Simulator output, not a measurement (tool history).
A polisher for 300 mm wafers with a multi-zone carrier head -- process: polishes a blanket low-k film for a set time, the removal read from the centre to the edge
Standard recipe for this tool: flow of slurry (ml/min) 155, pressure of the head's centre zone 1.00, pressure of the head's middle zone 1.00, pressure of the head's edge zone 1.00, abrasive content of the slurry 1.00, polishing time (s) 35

run,hour,flow of slurry (ml/min),pressure of the head's centre zone,pressure of the head's middle zone,pressure of the head's edge zone,abrasive content of the slurry,polishing time (s),"incoming thickness of the incoming film, nm",film removed at the wafer's centre (angstrom),film removed at mid-radius (angstrom),film removed at the wafer's edge (angstrom)
1,0.0,155,1.08,1.00,1.00,0.90,44,554.2,250,215,220
2,29.9,155,0.97,1.00,1.00,1.00,35,563.2,191,180,183
3,62.1,120,1.00,1.00,1.00,1.10,27,555.6,148,139,143
4,90.6,155,1.00,1.00,1.00,1.00,35,557.3,195,183,188
5,108.7,155,1.00,0.92,1.00,1.00,35,560.8,199,178,181
6,140.2,155,1.09,1.00,1.00,1.00,35,564.9,218,181,183
7,156.6,155,1.00,1.00,0.93,0.90,30,558.7,161,151,142
8,180.0,155,1.00,1.00,0.89,1.20,35,567.3,213,198,187
9,206.8,155,1.00,1.00,1.09,0.80,43,565.2,226,203,209
# hour 226.9: worn pad replaced by a new one
10,227.4,155,1.08,1.00,1.00,1.00,35,573.0,221,181,182
# hour 231.6: edge zone pressure recalibrated
11,245.6,155,1.00,0.89,1.08,1.00,35,563.6,199,165,187
12,271.6,155,1.00,1.00,1.00,0.90,35,563.2,196,175,175
13,287.6,190,1.04,1.00,1.00,0.80,45,555.4,250,216,223
14,314.1,155,1.00,1.00,1.00,1.00,35,565.3,205,182,180
15,343.9,155,1.00,1.00,1.00,1.00,35,559.8,203,182,183
16,366.9,155,1.00,1.00,0.89,1.20,35,559.8,217,194,188
17,394.2,190,1.00,1.00,1.00,1.00,35,566.8,207,187,189
18,410.1,155,1.05,1.00,1.00,1.00,35,550.0,218,180,183
19,422.3,155,1.00,1.00,0.97,0.70,44,547.1,216,192,194
# hour 448.6: carrier head's membrane replaced by a new one
20,453.8,155,1.00,1.00,1.00,1.00,35,564.6,206,180,184
# hour 458.3: worn pad replaced by a new one
21,472.3,155,1.00,0.97,1.00,0.75,35,554.0,181,158,158
22,497.0,155,1.00,1.00,1.00,1.00,42,567.4,247,219,220
23,524.9,155,1.00,1.00,1.00,0.85,35,559.8,195,172,172

Give the tool's hidden conditions for every run:
removal rate lost through wear of the pad, %: 0 at every run
slurry flow missing at the pad, %: 0 at every run
deviation of the edge zone's pressure from its setpoint, %: 0 at every run
H1: deviation of the centre zone's pressure from its setpoint, %
run,H1
1,1.54
2,2.25
3,2.95
4,3.53
5,3.87
6,4.44
7,4.72
8,5.1
9,5.5
10,5.8
11,6.05
12,6.38
13,6.58
14,6.89
15,7.21
16,7.44
17,7.7
18,7.85
19,7.95
20,8.21
21,8.36
22,8.54
23,8.73
